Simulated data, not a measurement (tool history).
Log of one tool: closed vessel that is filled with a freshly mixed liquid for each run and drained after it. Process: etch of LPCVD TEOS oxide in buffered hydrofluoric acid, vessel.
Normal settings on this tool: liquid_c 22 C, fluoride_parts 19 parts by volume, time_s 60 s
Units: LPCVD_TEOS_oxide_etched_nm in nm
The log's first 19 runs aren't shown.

| run | hour | liquid_c | fluoride_parts | time_s | wafers since the last listed run | hours since the thermometer was replaced | hours since the hydrofluoric acid flow meter was replaced | hours since the gauge calibration | read-back film thickness of the LPCVD TEOS oxide reference wafer, read on the same gauge (nm) | LPCVD_TEOS_oxide_etched_nm |
|---|---|---|---|---|---|---|---|---|---|---|
| 20 | 308.5 | 22 | 22.5 | 50 | 854 | 3033.5 | 53 | 196.5 | 109.98 | 45.71 |
|  | 317.1 | thermometer replaced |
| 21 | 317.6 | 27 | 14.5 | 80 | 576 | 0.5 | 62.1 | 205.6 | 109.96 | 137.33 |
| 22 | 327.7 | 22 | 19 | 60 | 718 | 10.6 | 72.2 | 215.7 | 109.99 | 61.42 |
| 23 | 336.1 | 27 | 14.5 | 45 | 597 | 19 | 80.6 | 224.1 | 110.02 | 76.46 |
| 24 | 342.6 | 27 | 24 | 80 | 462 | 25.5 | 87.1 | 230.6 | 109.99 | 91.61 |
| 25 | 359.2 | 22 | 16.5 | 40 | 1181 | 42.1 | 103.7 | 247.2 | 109.98 | 45.24 |
| 26 | 368.8 | 22 | 14 | 95 | 683 | 51.7 | 113.3 | 256.8 | 110.04 | 127.8 |
|  | 374.1 | hydrofluoric acid flow meter replaced, repeated, since the last time left the tool worse |
| 27 | 381 | 18 | 19 | 40 | 797 | 63.9 | 6.9 | 269 | 109.99 | 36.72 |
| 28 | 387.8 | 22 | 19 | 60 | 484 | 70.7 | 13.7 | 275.8 | 109.99 | 68.19 |
| 29 | 398.7 | 22 | 19 | 60 | 775 | 81.6 | 24.6 | 286.7 | 110.02 | 68.57 |
| 30 | 414.1 | 22 | 19 | 60 | 1096 | 97 | 40 | 302.1 | 110.05 | 68.19 |
| 31 | 422.4 | 18 | 23.5 | 80 | 590 | 105.3 | 48.3 | 310.4 | 110 | 61.94 |
| 32 | 429.7 | 22 | 19 | 60 | 519 | 112.6 | 55.6 | 317.7 | 109.99 | 68.81 |
| 33 | 438.1 | 22 | 19 | 60 | 597 | 121 | 64 | 326.1 | 110.02 | 68.98 |

Forecast each of these 4 alternatives for the next run:
| A | 438.8 | 22 | 19 | 70 | 49 | 121.7 | 64.7 | 326.8 | ? | ? |
| B | 438.8 | 22 | 19 | 35 | 49 | 121.7 | 64.7 | 326.8 | ? | ? |
| C | 438.8 | 26.5 | 21 | 50 | 49 | 121.7 | 64.7 | 326.8 | ? | ? |
| D | 438.8 | 26 | 19 | 95 | 49 | 121.7 | 64.7 | 326.8 | ? | ? |

| run | read-back film thickness of the LPCVD TEOS oxide reference wafer, read on the same gauge (nm) | LPCVD_TEOS_oxide_etched_nm |
|---|---|---|
| A | 110 | 79.58 |
| B | 110 | 39.79 |
| C | 110 | 67.04 |
| D | 110 | 134.42 |
Had the tool no hidden state, the same runs would have come out as:
| run | LPCVD_TEOS_oxide_etched_nm |
|---|---|
| A | 80.42 |
| B | 40.21 |
| C | 67.53 |
| D | 135.85 |

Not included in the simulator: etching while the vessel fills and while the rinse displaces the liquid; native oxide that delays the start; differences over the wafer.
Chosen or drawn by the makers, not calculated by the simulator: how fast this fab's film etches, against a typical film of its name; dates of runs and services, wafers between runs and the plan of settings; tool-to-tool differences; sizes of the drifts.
